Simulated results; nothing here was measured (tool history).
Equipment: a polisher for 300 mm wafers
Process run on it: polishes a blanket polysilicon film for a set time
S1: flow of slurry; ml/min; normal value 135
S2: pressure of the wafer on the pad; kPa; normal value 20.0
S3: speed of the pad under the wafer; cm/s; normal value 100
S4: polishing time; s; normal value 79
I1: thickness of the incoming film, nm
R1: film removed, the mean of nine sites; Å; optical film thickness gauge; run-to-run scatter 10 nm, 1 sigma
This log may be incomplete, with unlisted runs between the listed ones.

| run | day | S1 | S2 | S3 | S4 | I1 | R1 |
|---|---|---|---|---|---|---|---|
| 1 | 0.000 | 135 | 20.0 | 100 | 79 | 2205.9 | 6895 |
| 2 | 1.400 | 135 | 20.0 | 100 | 79 | 2219.0 | 6931 |
| 3 | 2.750 | 105 | 20.0 | 100 | 64 | 2183.7 | 5250 |
|  | 3.283 | worn pad replaced by a new one |
| 4 | 3.304 | 135 | 20.0 | 100 | 72 | 2173.6 | 6309 |
| 5 | 4.188 | 135 | 20.0 | 100 | 79 | 2160.0 | 6892 |
| 6 | 4.929 | 135 | 20.0 | 100 | 79 | 2194.3 | 6717 |
| 7 | 5.492 | 135 | 20.0 | 100 | 79 | 2210.9 | 6696 |
| 8 | 6.717 | 135 | 20.0 | 100 | 79 | 2176.9 | 6860 |
| 9 | 7.338 | 135 | 20.0 | 100 | 79 | 2182.8 | 6673 |
|  | 8.229 | worn pad replaced by a new one |
| 10 | 8.688 | 135 | 20.0 | 100 | 79 | 2202.4 | 6770 |
| 11 | 11.321 | 135 | 20.0 | 100 | 79 | 2193.7 | 6987 |
| 12 | 12.792 | 135 | 22.8 | 100 | 79 | 2183.0 | 7585 |
|  | 13.054 | slurry nozzle cleaned |
|  | 13.450 | head pressure recalibrated |
|  | 13.462 | worn pad replaced by a new one |
| 13 | 14.221 | 150 | 20.0 | 100 | 68 | 2218.1 | 6230 |
| 14 | 15.375 | 135 | 20.0 | 100 | 54 | 2181.0 | 4807 |
| 15 | 15.996 | 155 | 16.5 | 100 | 65 | 2169.7 | 5130 |
|  | 17.375 | worn pad replaced by a new one |
| 16 | 17.442 | 135 | 20.0 | 126 | 58 | 2202.2 | 6572 |
| 17 | 18.483 | 105 | 20.0 | 100 | 79 | 2216.4 | 6550 |
| 18 | 19.600 | 135 | 20.0 | 100 | 79 | 2178.6 | 6980 |
| 19 | 20.908 | 135 | 14.5 | 100 | 79 | 2181.5 | 5534 |
|  | 21.738 | worn pad replaced by a new one |
| 20 | 22.254 | 170 | 16.5 | 100 | 79 | 2217.8 | 6482 |
| 21 | 22.896 | 135 | 20.0 | 100 | 79 | 2168.9 | 6817 |

Measured result minus the same run's result without the hidden state. Both carry the same run-to-run variation, though not necessarily the same gauge scatter:
Unlogged tool condition in this case: removal rate lost through wear of the pad, %; slurry flow missing at the pad, %; deviation of the head's pressure from its setpoint, %.
| run | R1 |
|---|---|
| 1 | -315 |
| 2 | -336 |
| 3 | -345 |
| 4 | -327 |
| 5 | -365 |
| 6 | -362 |
| 7 | -366 |
| 8 | -384 |
| 9 | -377 |
| 10 | -389 |
| 11 | -414 |
| 12 | -454 |
| 13 | -73 |
| 14 | -98 |
| 15 | -106 |
| 16 | -205 |
| 17 | -304 |
| 18 | -284 |
| 19 | -251 |
| 20 | -255 |
| 21 | -351 |

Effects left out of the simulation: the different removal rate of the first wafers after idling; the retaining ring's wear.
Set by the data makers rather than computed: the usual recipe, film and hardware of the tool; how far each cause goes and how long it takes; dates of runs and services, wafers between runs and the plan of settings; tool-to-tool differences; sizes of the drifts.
